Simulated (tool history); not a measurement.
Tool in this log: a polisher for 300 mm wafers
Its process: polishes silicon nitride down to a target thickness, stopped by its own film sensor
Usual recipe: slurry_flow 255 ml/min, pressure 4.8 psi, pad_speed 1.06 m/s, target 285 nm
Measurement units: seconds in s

run,hour,slurry_flow,pressure,pad_speed,target,wafers since the last listed run,wafers polished on this pad,hours since the slurry nozzle was cleaned,hours since the head pressure was calibrated,"incoming thickness of the incoming film, nm",seconds
1,0.0,255,4.8,0.90,285,0,367,237.5,953.9,497.3,102.5
2,19.1,255,4.8,0.90,285,227,594,256.6,973.0,488.1,101.1
3,41.7,255,4.8,1.06,308,268,863,279.2,995.6,486.9,82.6
# hour 65.7: worn pad replaced by a new one
4,66.2,255,4.8,1.06,285,243,6,303.7,1020.1,495.4,83.6
5,79.2,255,4.8,0.92,285,154,160,316.7,1033.1,479.9,92.3
6,105.2,255,4.8,1.06,285,309,470,342.7,1059.1,485.7,84.0
# hour 142.4: slurry nozzle cleaned
# hour 150.6: worn pad replaced by a new one
7,151.0,255,4.8,1.06,285,485,4,8.6,1104.9,479.6,75.7
8,163.2,255,4.8,1.06,285,145,149,20.8,1117.1,496.7,86.6
# hour 180.3: head pressure recalibrated
9,183.2,180,5.6,1.06,285,214,364,40.8,2.9,487.4,81.4
10,207.3,295,4.8,1.38,285,286,650,64.9,27.0,492.6,75.3
11,223.1,255,4.8,1.06,285,187,838,80.7,42.8,490.5,90.1
# hour 240.7: worn pad replaced by a new one
12,245.0,255,4.8,1.06,285,212,50,102.6,64.7,484.9,79.5
13,291.6,180,5.3,0.86,320,554,604,149.2,111.3,489.0,85.5
14,315.4,340,4.2,1.26,219,283,887,173.0,135.1,484.1,111.0
# hour 330.0: worn pad replaced by a new one
15,345.1,255,4.8,1.34,285,305,180,202.7,164.8,480.9,67.9

Below, some changes in seconds between adjacent runs. For each, the amount present without the hidden state too (settings, incoming material, random variation) and the amount remaining for the hidden state with gauge scatter not shared by both compared results:
The hidden state here: removal rate lost through wear of the pad, %; slurry flow missing at the pad, %; deviation of the head's pressure from its setpoint, %.
Run 11 -> 12: worn pad replaced by a new one. seconds -10.6 s: hidden state -9.3, all else -1.3.
Run 14 -> 15: slurry_flow 340 -> 255, pressure 4.2 -> 4.8, pad_speed 1.26 -> 1.34, target 219 -> 285, worn pad replaced by a new one. seconds -43.1 s: hidden state -9.2, all else -33.9.

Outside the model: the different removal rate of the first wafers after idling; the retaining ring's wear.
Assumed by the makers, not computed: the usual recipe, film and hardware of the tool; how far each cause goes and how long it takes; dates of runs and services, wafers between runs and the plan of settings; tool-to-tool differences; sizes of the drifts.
